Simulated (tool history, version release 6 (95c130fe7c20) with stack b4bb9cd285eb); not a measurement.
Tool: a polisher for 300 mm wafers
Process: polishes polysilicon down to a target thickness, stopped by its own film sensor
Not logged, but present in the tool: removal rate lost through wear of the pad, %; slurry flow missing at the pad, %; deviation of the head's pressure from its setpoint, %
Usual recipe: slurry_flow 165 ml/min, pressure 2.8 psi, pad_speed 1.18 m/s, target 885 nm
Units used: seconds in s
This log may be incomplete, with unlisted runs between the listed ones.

run    hour  slurry_flow  pressure  pad_speed  target  wafers since the last listed run  wafers polished on this pad  hours since the slurry nozzle was cleaned  hours since the head pressure was calibrated  incoming thickness of the incoming film, nm  seconds
  1       0          165       2.8       1.18     934                                 0                         2384                                      152.8                                           6.7                                       1541.6     75.6
  2    27.9          165       2.8       1.18     885                               156                         2541                                      180.7                                          34.6                                       1531.7     80.8
  3    68.3          165       2.8       1.18     885                               227                         2768                                      221.1                                            75                                       1526.7     80.4
       76.6  -- worn pad replaced by a new one
  4    99.6          135       2.8       0.86     885                               153                          129                                      252.4                                         106.3                                       1544.6    116.8
  5   126.5          135       2.8       0.86     885                               151                          280                                      279.3                                         133.2                                       1558.9    120.7
  6     192          120       2.8       1.18     885                               368                          648                                      344.8                                         198.7                                       1541.5     87.1
      377.7  -- slurry nozzle cleaned
  7   382.8          120       2.8       1.18     885                              1067                         1716                                        5.1                                         389.5                                       1520.6     84.5
  8   442.3          120       2.8       1.18     885                               334                         2050                                       64.6                                           449                                       1550.6     86.7
  9   503.4          165       2.8       1.18     885                               343                         2394                                      125.7                                         510.1                                       1526.7     79.8
      526.4  -- worn pad replaced by a new one
 10   564.1          165       2.8       1.18     885                               318                          212                                      186.4                                         570.8                                       1542.3       81
 11   596.3          165       3.4        1.3     885                               181                          393                                      218.6                                           603                                       1521.3     61.2
 12   666.3          165       3.4        1.3     885                               393                          786                                      288.6                                           673                                       1519.6     65.2
 13   701.9          105       2.8       1.18     885                               200                          986                                      324.2                                         708.6                                       1535.5     89.3
 14   863.2          165       2.5       1.18     885                               906                         1893                                      485.5                                         869.9                                       1524.8     94.3
 15   896.1          115       3.1       1.34     792                               184                         2078                                      518.4                                         902.8                                       1555.3     95.2
      916.1  -- slurry nozzle cleaned
 16   924.8          120       2.8       1.18     885                               155                         2234                                        8.7                                         931.5                                       1517.5     80.1
 17   973.9          165       2.8       1.18     762                               276                         2510                                       57.8                                         980.6                                       1545.3     97.2
 18    1035          165       3.6        1.6     743                               343                         2854                                      118.9                                        1041.7                                       1540.5     60.2
     1068.8  -- worn pad replaced by a new one
 19    1089          130       3.2       1.18     885                               281                          113                                      172.9                                        1095.7                                       1551.6     78.4
 20  1132.8          165       2.8       1.18     885                               246                          359                                      216.7                                        1139.5                                       1507.4     77.4
 21  1164.5          140       2.8       1.18     885                               178                          538                                      248.4                                        1171.2                                       1544.1     83.9
 22  1234.9          165       2.8       1.18     885                               395                          933                                      318.8                                        1241.6                                       1520.3     80.4
 23  1260.5          220       2.8       1.54     885                               143                         1077                                      344.4                                        1267.2                                       1559.7       63
 24  1293.5          165       2.8       1.18     885                               185                         1263                                      377.4                                        1300.2                                       1540.2     85.4
 25  1341.2          165         2        1.3    1040                               268                         1531                                      425.1                                        1347.9                                       1555.7     75.7
     1373.3  -- head pressure recalibrated
 26  1385.4          110       2.2       1.18     984                               237                         1768                                      469.3                                          12.1                                       1534.4     92.9
     1412.9  -- slurry nozzle cleaned
 27  1444.9          165       2.8       1.18     885                               328                         2097                                         32                                          71.6                                       1542.1     83.5
 28  1499.4          145       2.8       1.18     885                               306                         2404                                       86.5                                         126.1                                       1528.7       82
 29  1528.6          165       3.4        1.3     885                               164                         2568                                      115.7                                         155.3                                       1561.6     66.1

Run 30 is up next; what results do you expect?
     1569.6  -- worn pad replaced by a new one
 30  1591.3          135       2.8       1.18     885                               330                          122                                      178.4                                           218                                       1521.2        ?

Run 30 produced seconds 85 s.
Without the tool's hidden state the same run would have given seconds 82.9 s.

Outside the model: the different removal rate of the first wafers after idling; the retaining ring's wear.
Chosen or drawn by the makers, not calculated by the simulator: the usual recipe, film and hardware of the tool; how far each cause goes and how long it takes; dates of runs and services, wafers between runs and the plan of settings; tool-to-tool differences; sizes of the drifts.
